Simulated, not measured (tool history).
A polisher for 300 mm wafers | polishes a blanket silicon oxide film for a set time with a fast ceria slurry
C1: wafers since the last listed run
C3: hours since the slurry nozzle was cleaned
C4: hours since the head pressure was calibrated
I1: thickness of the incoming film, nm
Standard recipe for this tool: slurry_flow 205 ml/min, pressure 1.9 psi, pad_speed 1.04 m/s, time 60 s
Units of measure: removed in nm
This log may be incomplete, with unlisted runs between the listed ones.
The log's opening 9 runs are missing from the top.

{"run": 10, "hour": 93.9, "slurry_flow": 205, "pressure": 1.9, "pad_speed": 1.04, "time": 60, "C1": 106, "wafers polished on this pad": 759, "C3": 470.6, "C4": 1235.8, "I1": 1924.5, "removed": 560.7}
{"hour": 104.6, "done": "worn pad replaced by a new one"}
{"run": 11, "hour": 111.9, "slurry_flow": 205, "pressure": 1.9, "pad_speed": 1.04, "time": 60, "C1": 124, "wafers polished on this pad": 64, "C3": 488.6, "C4": 1253.8, "I1": 1897.3, "removed": 585.2}
{"run": 12, "hour": 128.5, "slurry_flow": 205, "pressure": 1.9, "pad_speed": 1.04, "time": 60, "C1": 147, "wafers polished on this pad": 212, "C3": 505.2, "C4": 1270.4, "I1": 1894, "removed": 585.6}
{"run": 13, "hour": 136.8, "slurry_flow": 205, "pressure": 1.9, "pad_speed": 1.04, "time": 60, "C1": 73, "wafers polished on this pad": 285, "C3": 513.5, "C4": 1278.7, "I1": 1933.1, "removed": 577.4}
{"run": 14, "hour": 150.2, "slurry_flow": 205, "pressure": 1.9, "pad_speed": 1.04, "time": 60, "C1": 118, "wafers polished on this pad": 404, "C3": 526.9, "C4": 1292.1, "I1": 1919.9, "removed": 571.8}
{"run": 15, "hour": 165.4, "slurry_flow": 185, "pressure": 1.9, "pad_speed": 1.04, "time": 60, "C1": 134, "wafers polished on this pad": 539, "C3": 542.1, "C4": 1307.3, "I1": 1948.3, "removed": 543.7}
{"hour": 174.9, "done": "head pressure recalibrated"}
{"hour": 180.2, "done": "worn pad replaced by a new one"}
{"run": 16, "hour": 180.7, "slurry_flow": 185, "pressure": 1.9, "pad_speed": 1.04, "time": 60, "C1": 82, "wafers polished on this pad": 4, "C3": 557.4, "C4": 5.8, "I1": 1945.3, "removed": 583.3}
{"run": 17, "hour": 191.9, "slurry_flow": 205, "pressure": 1.9, "pad_speed": 1.04, "time": 60, "C1": 99, "wafers polished on this pad": 103, "C3": 568.6, "C4": 17, "I1": 1909, "removed": 575.9}
{"run": 18, "hour": 205.9, "slurry_flow": 205, "pressure": 2.6, "pad_speed": 0.78, "time": 42, "C1": 124, "wafers polished on this pad": 227, "C3": 582.6, "C4": 31, "I1": 1946, "removed": 368.2}
{"run": 19, "hour": 222.5, "slurry_flow": 205, "pressure": 1.9, "pad_speed": 1.04, "time": 66, "C1": 147, "wafers polished on this pad": 374, "C3": 599.2, "C4": 47.6, "I1": 1907.4, "removed": 607.5}
{"run": 20, "hour": 229.5, "slurry_flow": 205, "pressure": 1.9, "pad_speed": 0.9, "time": 60, "C1": 62, "wafers polished on this pad": 436, "C3": 606.2, "C4": 54.6, "I1": 1959.2, "removed": 463.9}
{"run": 21, "hour": 240.3, "slurry_flow": 250, "pressure": 1.6, "pad_speed": 1.04, "time": 41, "C1": 95, "wafers polished on this pad": 532, "C3": 617, "C4": 65.4, "I1": 1939.8, "removed": 340.8}
{"run": 22, "hour": 250.5, "slurry_flow": 225, "pressure": 1.9, "pad_speed": 1.04, "time": 60, "C1": 90, "wafers polished on this pad": 623, "C3": 627.2, "C4": 75.6, "I1": 1927.7, "removed": 548.1}
{"run": 23, "hour": 259.1, "slurry_flow": 205, "pressure": 1.6, "pad_speed": 0.9, "time": 45, "C1": 76, "wafers polished on this pad": 699, "C3": 635.8, "C4": 84.2, "I1": 1899.7, "removed": 301.6}
{"hour": 268.5, "done": "worn pad replaced by a new one"}
{"run": 24, "hour": 269.0, "slurry_flow": 205, "pressure": 1.9, "pad_speed": 1.04, "time": 60, "C1": 52, "wafers polished on this pad": 4, "C3": 645.7, "C4": 94.1, "I1": 1929, "removed": 557.4}
{"hour": 270.3, "done": "slurry nozzle cleaned"}
{"run": 25, "hour": 279.9, "slurry_flow": 205, "pressure": 1.5, "pad_speed": 1.04, "time": 60, "C1": 87, "wafers polished on this pad": 92, "C3": 9.6, "C4": 105, "I1": 1923.7, "removed": 544.4}
{"run": 26, "hour": 296.5, "slurry_flow": 225, "pressure": 2.6, "pad_speed": 0.78, "time": 79, "C1": 147, "wafers polished on this pad": 239, "C3": 26.2, "C4": 121.6, "I1": 1899.4, "removed": 768.2}
{"run": 27, "hour": 312.4, "slurry_flow": 205, "pressure": 1.9, "pad_speed": 1.04, "time": 60, "C1": 141, "wafers polished on this pad": 380, "C3": 42.1, "C4": 137.5, "I1": 1955.8, "removed": 622.4}
{"run": 28, "hour": 325.8, "slurry_flow": 205, "pressure": 1.9, "pad_speed": 1.04, "time": 60, "C1": 118, "wafers polished on this pad": 499, "C3": 55.5, "C4": 150.9, "I1": 1923.7, "removed": 596.1}
{"run": 29, "hour": 332.6, "slurry_flow": 205, "pressure": 1.9, "pad_speed": 1.04, "time": 60, "C1": 60, "wafers polished on this pad": 559, "C3": 62.3, "C4": 157.7, "I1": 1928.1, "removed": 601.8}
{"run": 30, "hour": 347.1, "slurry_flow": 205, "pressure": 1.9, "pad_speed": 0.78, "time": 73, "C1": 128, "wafers polished on this pad": 688, "C3": 76.8, "C4": 172.2, "I1": 1918.5, "removed": 541.3}
{"run": 31, "hour": 355.6, "slurry_flow": 230, "pressure": 1.7, "pad_speed": 1.3, "time": 54, "C1": 75, "wafers polished on this pad": 763, "C3": 85.3, "C4": 180.7, "I1": 1938.4, "removed": 614.9}
{"hour": 362.3, "done": "worn pad replaced by a new one"}
{"run": 32, "hour": 372.4, "slurry_flow": 205, "pressure": 1.9, "pad_speed": 0.94, "time": 60, "C1": 113, "wafers polished on this pad": 89, "C3": 102.1, "C4": 197.5, "I1": 1909.6, "removed": 553.9}
{"run": 33, "hour": 388.9, "slurry_flow": 205, "pressure": 2.2, "pad_speed": 1.4, "time": 60, "C1": 146, "wafers polished on this pad": 236, "C3": 118.6, "C4": 214, "I1": 1904.6, "removed": 922.1}

Each row is a separate what-if for the run after 33, all from the same tool condition, not one after another. Results?
{"run": "A", "hour": 389.3, "slurry_flow": 205, "pressure": 1.3, "pad_speed": 1.04, "time": 60, "C1": 3, "wafers polished on this pad": 239, "C3": 119, "C4": 214.4, "I1": 1934.1, "removed": "?"}
{"run": "B", "hour": 389.3, "slurry_flow": 250, "pressure": 1.2, "pad_speed": 1.04, "time": 68, "C1": 3, "wafers polished on this pad": 239, "C3": 119, "C4": 214.4, "I1": 1934.1, "removed": "?"}
{"run": "C", "hour": 389.3, "slurry_flow": 205, "pressure": 2.6, "pad_speed": 1.28, "time": 74, "C1": 3, "wafers polished on this pad": 239, "C3": 119, "C4": 214.4, "I1": 1934.1, "removed": "?"}

run=A removed=479.7
run=B removed=533.5
run=C removed=1142.8
Without the tool's unlogged condition, the same runs would have read:
run=A removed=494
run=B removed=549
run=C removed=1176.7
